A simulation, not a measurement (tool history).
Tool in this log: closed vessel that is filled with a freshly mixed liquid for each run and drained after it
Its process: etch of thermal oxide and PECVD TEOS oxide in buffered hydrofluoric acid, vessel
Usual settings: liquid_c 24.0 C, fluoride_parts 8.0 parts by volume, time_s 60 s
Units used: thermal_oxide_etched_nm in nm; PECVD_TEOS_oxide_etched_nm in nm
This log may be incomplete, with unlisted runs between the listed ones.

run	day	liquid_c	fluoride_parts	time_s	read-back film thickness of the thermal oxide reference wafer, read on the same gauge (nm)	read-back film thickness of the PECVD TEOS oxide reference wafer, read on the same gauge (nm)	thermal_oxide_etched_nm	PECVD_TEOS_oxide_etched_nm
1	0.000	24.0	8.0	60	110.01	140.03	94.62	85.59
2	1.692	24.0	8.0	60	110.00	140.00	94.40	84.97
3	3.008	22.5	8.0	60	110.06	140.04	87.62	78.09
4	5.804	22.5	8.0	60	110.00	139.97	89.43	78.28
5	7.892	22.5	8.0	60	109.99	140.01	87.23	78.44
6	10.588	24.0	8.0	60	110.05	139.99	94.00	84.73
7	13.571	24.0	8.0	60	109.98	140.01	94.56	85.87
8	15.300	24.0	8.0	60	109.99	140.01	95.04	84.40
9	16.521	25.5	8.0	60	110.01	139.96	102.45	91.69
10	18.496	24.0	8.0	60	109.99	139.99	96.35	85.17
11	21.012	24.0	8.0	60	110.02	139.99	95.59	84.69
12	23.508	24.0	8.0	60	110.00	140.00	93.52	85.06
13	25.900	24.0	8.0	60	109.98	139.98	95.34	85.48
14	28.258	24.0	8.0	30	109.98	140.00	48.28	42.45
15	30.842	24.0	8.0	45	109.99	140.01	69.53	63.61
16	33.558	20.0	9.5	45	109.99	139.99	48.24	43.53
17	36.225	24.0	8.0	60	110.00	140.01	95.23	85.62
18	38.958	21.0	8.0	60	110.05	139.98	80.39	71.60
19	41.942	24.0	8.0	60	110.03	139.98	94.93	85.45
20	44.146	21.0	6.0	45	110.00	139.99	80.34	70.94
21	48.358	24.0	8.0	95	109.96	140.03	151.99	134.68
22	51.000	24.0	8.0	60	110.00	140.01	94.85	85.50
23	53.479	25.5	8.0	60	110.03	139.98	103.54	91.66
24	55.825	19.5	5.0	30	110.02	139.99	56.37	50.68
25	58.617	24.0	5.0	60	110.00	139.99	147.81	131.23
26	60.808	19.5	8.0	30	110.05	140.01	36.98	32.78

Put back what was entered between runs (4 entries, withheld): which listed runs does each sit between, and how does the hidden state differ from the listed run before to the listed run after?
In the gap between runs 11 and 12: hydrofluoric acid flow meter replaced (day 22.308)
  both runs share identical hidden conditions
In the gap between runs 13 and 14: gauge calibrated (day 26.979); thermometer replaced (day 28.104)
  both runs share identical hidden conditions
In the gap between runs 24 and 25: thermometer replaced (day 57.450)
  both runs share identical hidden conditions
